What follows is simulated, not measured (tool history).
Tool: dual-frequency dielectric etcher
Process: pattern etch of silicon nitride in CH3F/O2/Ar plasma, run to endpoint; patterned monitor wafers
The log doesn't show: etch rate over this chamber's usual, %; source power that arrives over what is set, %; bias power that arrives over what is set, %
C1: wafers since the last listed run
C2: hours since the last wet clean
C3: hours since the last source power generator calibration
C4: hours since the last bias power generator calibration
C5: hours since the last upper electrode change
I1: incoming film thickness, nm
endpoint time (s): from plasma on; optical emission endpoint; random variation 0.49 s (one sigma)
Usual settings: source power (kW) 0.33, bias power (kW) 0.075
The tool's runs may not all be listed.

run 1 hour=0 | source_power_(kW)=0.38 bias_power_(kW)=0.07 | C1=0 C2=240.3 C3=2639.8 C4=2586.3 C5=3168.6 | I1=37.39 | endpoint_time_(s)=58.3
run 2 hour=57.7 | source_power_(kW)=0.38 bias_power_(kW)=0.07 | C1=826 C2=298 C3=2697.5 C4=2644 C5=3226.3 | I1=37.31 | endpoint_time_(s)=59.5
run 3 hour=97.3 | source_power_(kW)=0.38 bias_power_(kW)=0.07 | C1=567 C2=337.6 C3=2737.1 C4=2683.6 C5=3265.9 | I1=37.37 | endpoint_time_(s)=58.8
run 4 hour=135.1 | source_power_(kW)=0.29 bias_power_(kW)=0.075 | C1=541 C2=375.4 C3=2774.9 C4=2721.4 C5=3303.7 | I1=37.27 | endpoint_time_(s)=64.5
run 5 hour=216.5 | source_power_(kW)=0.27 bias_power_(kW)=0.075 | C1=1166 C2=456.8 C3=2856.3 C4=2802.8 C5=3385.1 | I1=37.98 | endpoint_time_(s)=68
-- hour=268.6 wet clean of the chamber
run 6 hour=269.1 | source_power_(kW)=0.27 bias_power_(kW)=0.075 | C1=409 C2=0.5 C3=2908.9 C4=2855.4 C5=3437.7 | I1=37.36 | endpoint_time_(s)=63.4
run 7 hour=336.9 | source_power_(kW)=0.33 bias_power_(kW)=0.075 | C1=971 C2=68.3 C3=2976.7 C4=2923.2 C5=3505.5 | I1=37.45 | endpoint_time_(s)=59.9
run 8 hour=411.8 | source_power_(kW)=0.33 bias_power_(kW)=0.075 | C1=1073 C2=143.2 C3=3051.6 C4=2998.1 C5=3580.4 | I1=37.59 | endpoint_time_(s)=60.5
run 9 hour=448.3 | source_power_(kW)=0.33 bias_power_(kW)=0.081 | C1=523 C2=179.7 C3=3088.1 C4=3034.6 C5=3616.9 | I1=37.28 | endpoint_time_(s)=58.9
run 10 hour=506.6 | source_power_(kW)=0.33 bias_power_(kW)=0.081 | C1=835 C2=238 C3=3146.4 C4=3092.9 C5=3675.2 | I1=37.5 | endpoint_time_(s)=60.3
run 11 hour=581 | source_power_(kW)=0.28 bias_power_(kW)=0.064 | C1=1066 C2=312.4 C3=3220.8 C4=3167.3 C5=3749.6 | I1=37.39 | endpoint_time_(s)=67.6
run 12 hour=670.9 | source_power_(kW)=0.35 bias_power_(kW)=0.081 | C1=1288 C2=402.3 C3=3310.7 C4=3257.2 C5=3839.5 | I1=37.14 | endpoint_time_(s)=59
run 13 hour=743.1 | source_power_(kW)=0.35 bias_power_(kW)=0.083 | C1=1034 C2=474.5 C3=3382.9 C4=3329.4 C5=3911.7 | I1=37.6 | endpoint_time_(s)=59.5
-- hour=774.3 wet clean of the chamber
run 14 hour=785.2 | source_power_(kW)=0.33 bias_power_(kW)=0.06 | C1=259 C2=10.9 C3=3425 C4=3371.5 C5=3953.8 | I1=37.3 | endpoint_time_(s)=62.6
run 15 hour=890.4 | source_power_(kW)=0.29 bias_power_(kW)=0.089 | C1=1507 C2=116.1 C3=3530.2 C4=3476.7 C5=4059 | I1=37.79 | endpoint_time_(s)=61.3
run 16 hour=976.4 | source_power_(kW)=0.27 bias_power_(kW)=0.09 | C1=1232 C2=202.1 C3=3616.2 C4=3562.7 C5=4145 | I1=37.27 | endpoint_time_(s)=62.8
-- hour=1048.2 source power generator calibrated
run 17 hour=1052.8 | source_power_(kW)=0.38 bias_power_(kW)=0.075 | C1=1037 C2=278.5 C3=4.6 C4=3639.1 C5=4221.4 | I1=37.21 | endpoint_time_(s)=57.8
-- hour=1085.4 upper electrode replaced, of another model than before
-- hour=1107.4 bias power generator calibrated
run 18 hour=1144.5 | source_power_(kW)=0.26 bias_power_(kW)=0.075 | C1=912 C2=370.2 C3=96.3 C4=37.1 C5=59.1 | I1=37.43 | endpoint_time_(s)=71.8
-- hour=1209 wet clean of the chamber
run 19 hour=1235.5 | source_power_(kW)=0.27 bias_power_(kW)=0.09 | C1=960 C2=26.5 C3=187.3 C4=128.1 C5=150.1 | I1=37.26 | endpoint_time_(s)=64.4
run 20 hour=1500.4 | source_power_(kW)=0.33 bias_power_(kW)=0.058 | C1=3796 C2=291.4 C3=452.2 C4=393 C5=415 | I1=37.74 | endpoint_time_(s)=67.7
run 21 hour=1582.5 | source_power_(kW)=0.26 bias_power_(kW)=0.075 | C1=1176 C2=373.5 C3=534.3 C4=475.1 C5=497.1 | I1=37.42 | endpoint_time_(s)=72.1
run 22 hour=1658.5 | source_power_(kW)=0.29 bias_power_(kW)=0.082 | C1=1089 C2=449.5 C3=610.3 C4=551.1 C5=573.1 | I1=37.35 | endpoint_time_(s)=66.2

How the hidden state differs across the entries between the runs, from the last listed run before each to the first after it:
Between runs 5 and 6: wet clean of the chamber (hour 268.6)
  etch rate over this chamber's usual, %: -4.43 -> 0.253
  measured less the result without the state, endpoint time (s): +3 -> -0.2
Between runs 13 and 14: wet clean of the chamber (hour 774.3)
  etch rate over this chamber's usual, %: -4.7 -> -0.189
  measured less the result without the state, endpoint time (s): +2.8 -> +0.2
Between runs 16 and 17: source power generator calibrated (hour 1048.2)
  etch rate over this chamber's usual, %: -2.19 -> -2.98
  measured less the result without the state, endpoint time (s): +1.4 -> +1.7
Between runs 17 and 18: upper electrode replaced, of another model than before (hour 1085.4); bias power generator calibrated (hour 1107.4)
  etch rate over this chamber's usual, %: -2.98 -> -3.94
  measured less the result without the state, endpoint time (s): +1.7 -> +2.9
Between runs 18 and 19: wet clean of the chamber (hour 1209)
  etch rate over this chamber's usual, %: -3.94 -> -0.666
  measured less the result without the state, endpoint time (s): +2.9 -> +0.4

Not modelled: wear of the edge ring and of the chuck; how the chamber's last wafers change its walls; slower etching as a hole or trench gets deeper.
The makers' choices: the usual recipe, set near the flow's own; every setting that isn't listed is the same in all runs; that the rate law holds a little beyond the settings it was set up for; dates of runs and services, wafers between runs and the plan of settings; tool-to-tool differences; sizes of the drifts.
